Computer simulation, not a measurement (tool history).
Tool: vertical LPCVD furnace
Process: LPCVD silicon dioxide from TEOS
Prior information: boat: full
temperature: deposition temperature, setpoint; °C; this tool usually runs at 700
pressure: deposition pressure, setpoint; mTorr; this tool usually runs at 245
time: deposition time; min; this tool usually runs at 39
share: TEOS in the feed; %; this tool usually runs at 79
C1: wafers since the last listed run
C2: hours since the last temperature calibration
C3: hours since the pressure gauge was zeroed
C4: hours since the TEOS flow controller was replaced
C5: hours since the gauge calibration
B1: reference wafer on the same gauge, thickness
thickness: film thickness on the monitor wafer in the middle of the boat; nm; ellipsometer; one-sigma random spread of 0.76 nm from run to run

{"run": 1, "hour": 0.0, "temperature": 700, "pressure": 245, "time": 39, "share": 79, "C1": 0, "C2": 1794.7, "C3": 1793.3, "C4": 3862.7, "C5": 1415.5, "B1": 216.13, "thickness": 258.14}
{"run": 2, "hour": 41.0, "temperature": 700, "pressure": 245, "time": 39, "share": 79, "C1": 415, "C2": 1835.7, "C3": 1834.3, "C4": 3903.7, "C5": 1456.5, "B1": 216.06, "thickness": 260.06}
{"run": 3, "hour": 95.9, "temperature": 700, "pressure": 245, "time": 39, "share": 79, "C1": 556, "C2": 1890.6, "C3": 1889.2, "C4": 3958.6, "C5": 1511.4, "B1": 215.86, "thickness": 258.67}
{"run": 4, "hour": 199.3, "temperature": 700, "pressure": 245, "time": 39, "share": 79, "C1": 1047, "C2": 1994, "C3": 1992.6, "C4": 4062, "C5": 1614.8, "B1": 215.93, "thickness": 259.73}
{"run": 5, "hour": 269.9, "temperature": 700, "pressure": 245, "time": 39, "share": 79, "C1": 715, "C2": 2064.6, "C3": 2063.2, "C4": 4132.6, "C5": 1685.4, "B1": 216.09, "thickness": 260.06}
{"run": 6, "hour": 374.8, "temperature": 700, "pressure": 245, "time": 39, "share": 79, "C1": 1062, "C2": 2169.5, "C3": 2168.1, "C4": 4237.5, "C5": 1790.3, "B1": 215.9, "thickness": 258.9}
{"run": 7, "hour": 434.1, "temperature": 700, "pressure": 245, "time": 39, "share": 79, "C1": 600, "C2": 2228.8, "C3": 2227.4, "C4": 4296.8, "C5": 1849.6, "B1": 216.06, "thickness": 259.5}
{"run": 8, "hour": 541.2, "temperature": 700, "pressure": 245, "time": 39, "share": 79, "C1": 1084, "C2": 2335.9, "C3": 2334.5, "C4": 4403.9, "C5": 1956.7, "B1": 215.92, "thickness": 260.15}
{"run": 9, "hour": 596.9, "temperature": 700, "pressure": 245, "time": 31.5, "share": 79, "C1": 564, "C2": 2391.6, "C3": 2390.2, "C4": 4459.6, "C5": 2012.4, "B1": 216.04, "thickness": 209.82}
{"run": 10, "hour": 690.4, "temperature": 700, "pressure": 215, "time": 33.5, "share": 79, "C1": 947, "C2": 2485.1, "C3": 2483.7, "C4": 4553.1, "C5": 2105.9, "B1": 216.08, "thickness": 208.58}
{"run": 11, "hour": 727.7, "temperature": 700, "pressure": 245, "time": 47, "share": 79, "C1": 377, "C2": 2522.4, "C3": 2521, "C4": 4590.4, "C5": 2143.2, "B1": 215.73, "thickness": 314.93}
{"run": 12, "hour": 776.9, "temperature": 700, "pressure": 245, "time": 47, "share": 79, "C1": 498, "C2": 2571.6, "C3": 2570.2, "C4": 4639.6, "C5": 2192.4, "B1": 216.11, "thickness": 312.84}
{"run": 13, "hour": 823.8, "temperature": 700, "pressure": 245, "time": 39, "share": 79, "C1": 475, "C2": 2618.5, "C3": 2617.1, "C4": 4686.5, "C5": 2239.3, "B1": 216.06, "thickness": 259}
{"run": 14, "hour": 908.7, "temperature": 700, "pressure": 245, "time": 39, "share": 79, "C1": 860, "C2": 2703.4, "C3": 2702, "C4": 4771.4, "C5": 2324.2, "B1": 215.68, "thickness": 260.02}
{"hour": 988.4, "done": "pressure gauge zeroed"}
{"hour": 1151.1, "done": "thermocouples replaced and temperature profile calibrated"}
{"run": 15, "hour": 1218.2, "temperature": 700, "pressure": 245, "time": 39, "share": 79, "C1": 2649, "C2": 67.1, "C3": 229.8, "C4": 5080.9, "C5": 2633.7, "B1": 215.97, "thickness": 259.45}
{"hour": 1227.7, "done": "gauge calibrated"}
{"run": 16, "hour": 1287.4, "temperature": 700, "pressure": 245, "time": 39, "share": 79, "C1": 701, "C2": 136.3, "C3": 299, "C4": 5150.1, "C5": 59.7, "B1": 215.94, "thickness": 258.25}
{"run": 17, "hour": 1325.7, "temperature": 690, "pressure": 205, "time": 47.5, "share": 89, "C1": 387, "C2": 174.6, "C3": 337.3, "C4": 5188.4, "C5": 98, "B1": 216.23, "thickness": 241.92}
{"run": 18, "hour": 1400.0, "temperature": 711, "pressure": 245, "time": 39, "share": 79, "C1": 752, "C2": 248.9, "C3": 411.6, "C4": 5262.7, "C5": 172.3, "B1": 215.86, "thickness": 334.03}
{"run": 19, "hour": 1482.7, "temperature": 691, "pressure": 245, "time": 39, "share": 79, "C1": 837, "C2": 331.6, "C3": 494.3, "C4": 5345.4, "C5": 255, "B1": 215.84, "thickness": 210.65}
{"run": 20, "hour": 1569.5, "temperature": 690, "pressure": 300, "time": 33, "share": 79, "C1": 879, "C2": 418.4, "C3": 581.1, "C4": 5432.2, "C5": 341.8, "B1": 216.1, "thickness": 192.11}
{"run": 21, "hour": 1676.1, "temperature": 700, "pressure": 245, "time": 39, "share": 79, "C1": 1079, "C2": 525, "C3": 687.7, "C4": 5538.8, "C5": 448.4, "B1": 216.1, "thickness": 260.17}
{"hour": 1701.0, "done": "TEOS flow controller replaced"}
{"run": 22, "hour": 1719.7, "temperature": 709, "pressure": 245, "time": 39, "share": 79, "C1": 198, "C2": 568.6, "C3": 731.3, "C4": 18.7, "C5": 492, "B1": 216.02, "thickness": 318.5}
{"run": 23, "hour": 1826.3, "temperature": 690, "pressure": 245, "time": 33, "share": 89, "C1": 1079, "C2": 675.2, "C3": 837.9, "C4": 125.3, "C5": 598.6, "B1": 215.89, "thickness": 184.1}
{"run": 24, "hour": 1916.2, "temperature": 706, "pressure": 245, "time": 39, "share": 79, "C1": 910, "C2": 765.1, "C3": 927.8, "C4": 215.2, "C5": 688.5, "B1": 216.03, "thickness": 299.09}
{"run": 25, "hour": 1962.3, "temperature": 700, "pressure": 245, "time": 39, "share": 68, "C1": 467, "C2": 811.2, "C3": 973.9, "C4": 261.3, "C5": 734.6, "B1": 215.94, "thickness": 241.23}
{"run": 26, "hour": 2015.8, "temperature": 704, "pressure": 245, "time": 34, "share": 93, "C1": 541, "C2": 864.7, "C3": 1027.4, "C4": 314.8, "C5": 788.1, "B1": 216.32, "thickness": 268.93}
{"run": 27, "hour": 2110.6, "temperature": 705, "pressure": 275, "time": 30.5, "share": 65, "C1": 960, "C2": 959.5, "C3": 1122.2, "C4": 409.6, "C5": 882.9, "B1": 216.02, "thickness": 218.28}
{"run": 28, "hour": 2190.8, "temperature": 700, "pressure": 245, "time": 39, "share": 79, "C1": 812, "C2": 1039.7, "C3": 1202.4, "C4": 489.8, "C5": 963.1, "B1": 216.03, "thickness": 259.61}
{"run": 29, "hour": 2257.7, "temperature": 700, "pressure": 245, "time": 39, "share": 79, "C1": 677, "C2": 1106.6, "C3": 1269.3, "C4": 556.7, "C5": 1030, "B1": 216.09, "thickness": 259.28}
{"run": 30, "hour": 2346.7, "temperature": 700, "pressure": 245, "time": 39, "share": 79, "C1": 901, "C2": 1195.6, "C3": 1358.3, "C4": 645.7, "C5": 1119, "B1": 215.94, "thickness": 260.13}

What the log doesn't show, run by run:
true tube temperature minus thermocouple reading, K: 0 at every run
true pressure minus gauge reading, mTorr: 0 at every run
deviation of the TEOS flow from its setpoint, %: 0 at every run
gauge reads high (%): 0 at every run

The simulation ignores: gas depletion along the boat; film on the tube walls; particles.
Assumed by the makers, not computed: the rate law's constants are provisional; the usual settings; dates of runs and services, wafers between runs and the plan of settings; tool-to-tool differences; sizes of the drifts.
